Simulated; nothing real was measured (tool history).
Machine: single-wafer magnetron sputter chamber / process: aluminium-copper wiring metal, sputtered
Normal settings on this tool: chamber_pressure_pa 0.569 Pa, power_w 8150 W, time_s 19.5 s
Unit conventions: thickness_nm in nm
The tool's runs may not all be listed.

| run | hour | chamber_pressure_pa | power_w | time_s | read-back reference wafer on the same gauge, thickness_nm | thickness_nm |
|---|---|---|---|---|---|---|
| 1 | 0 | 0.569 | 8150 | 19.5 | 284.131 | 240.635 |
| 2 | 26.9 | 0.569 | 8150 | 19.5 | 283.839 | 241.356 |
| 3 | 52.9 | 0.569 | 8150 | 22.4 | 283.992 | 276.622 |
| 4 | 70.2 | 0.569 | 8150 | 22.4 | 283.288 | 275.564 |
| 5 | 87.5 | 0.569 | 8150 | 22.4 | 283.604 | 275.995 |
| 6 | 115.2 | 0.569 | 8150 | 21.2 | 283.356 | 261.683 |
|  | 138.9 | sputter target and shields replaced |
| 7 | 149 | 0.569 | 8150 | 19.5 | 282.883 | 239.438 |
| 8 | 168.6 | 0.569 | 8150 | 19.5 | 283.026 | 239.148 |
| 9 | 183.2 | 0.569 | 8150 | 19.5 | 282.79 | 239.944 |
|  | 218.3 | capacitance manometer re-zeroed and calibrated |
| 10 | 218.8 | 0.569 | 8150 | 19.5 | 282.79 | 238.863 |
| 11 | 234.6 | 0.569 | 8150 | 19.5 | 282.675 | 238.558 |
| 12 | 251.7 | 0.392 | 8150 | 19.5 | 282.466 | 256.56 |
| 13 | 312.3 | 0.569 | 8150 | 19.5 | 282.224 | 239.861 |
|  | 321.5 | magnet pack replaced |
|  | 407.7 | sputter target and shields replaced |
| 14 | 411.6 | 0.569 | 8150 | 19.5 | 282.265 | 239.512 |
| 15 | 436.8 | 0.689 | 10050 | 16.1 | 282.103 | 229.073 |
| 16 | 452.8 | 0.405 | 6650 | 15.7 | 281.842 | 170.688 |
| 17 | 484.5 | 0.569 | 10150 | 22.4 | 281.865 | 336.33 |
| 18 | 503.1 | 0.359 | 8950 | 17.8 | 281.502 | 257.733 |
| 19 | 526.7 | 0.693 | 9800 | 18.4 | 281.756 | 255.272 |
| 20 | 550.8 | 0.569 | 6800 | 19.5 | 281.753 | 202.263 |
| 21 | 567.6 | 0.437 | 6300 | 18.4 | 281.809 | 186.977 |
| 22 | 594.1 | 0.569 | 8150 | 21.1 | 281.938 | 258.336 |
| 23 | 607.9 | 0.569 | 8150 | 19.5 | 281.714 | 238.034 |
|  | 624 | gauge calibrated |
| 24 | 686.5 | 0.735 | 10200 | 19.5 | 289.202 | 284.677 |
| 25 | 703.3 | 0.716 | 7100 | 23.2 | 288.599 | 242.501 |
|  | 715.2 | sputter target and shields replaced |
| 26 | 727.9 | 0.569 | 7200 | 19.5 | 288.18 | 217.841 |
| 27 | 750.4 | 0.67 | 8150 | 20.6 | 287.542 | 248.264 |
| 28 | 762.7 | 0.569 | 8150 | 19.5 | 287.797 | 243.862 |
| 29 | 795.3 | 0.569 | 8150 | 19.5 | 286.606 | 242.875 |
| 30 | 829.5 | 0.661 | 8850 | 20.8 | 286.358 | 269.382 |
| 31 | 848.4 | 0.569 | 8150 | 19.5 | 286.029 | 242.757 |
| 32 | 877.8 | 0.378 | 6300 | 15.9 | 285.671 | 167.877 |
| 33 | 902.2 | 0.465 | 6500 | 19.5 | 285.208 | 204.139 |
| 34 | 931.8 | 0.722 | 7050 | 15.8 | 284.928 | 161.425 |
| 35 | 949.1 | 0.659 | 6200 | 18.1 | 284.69 | 168.585 |

Forecast each of these 4 alternatives for the next run:
| A | 949.5 | 0.716 | 8150 | 19.5 | ? | ? |
| B | 949.5 | 0.649 | 9450 | 19.5 | ? | ? |
| C | 949.5 | 0.689 | 10200 | 19.5 | ? | ? |
| D | 949.5 | 0.454 | 8150 | 19.5 | ? | ? |

| run | read-back reference wafer on the same gauge, thickness_nm | thickness_nm |
|---|---|---|
| A | 284.848 | 228.579 |
| B | 284.848 | 269.123 |
| C | 284.848 | 284.876 |
| D | 284.848 | 252.454 |
Take away the tool's hidden state, keep each run's random variation, and the runs would have read:
| run | thickness_nm |
|---|---|
| A | 233.575 |
| B | 275.005 |
| C | 291.103 |
| D | 257.972 |

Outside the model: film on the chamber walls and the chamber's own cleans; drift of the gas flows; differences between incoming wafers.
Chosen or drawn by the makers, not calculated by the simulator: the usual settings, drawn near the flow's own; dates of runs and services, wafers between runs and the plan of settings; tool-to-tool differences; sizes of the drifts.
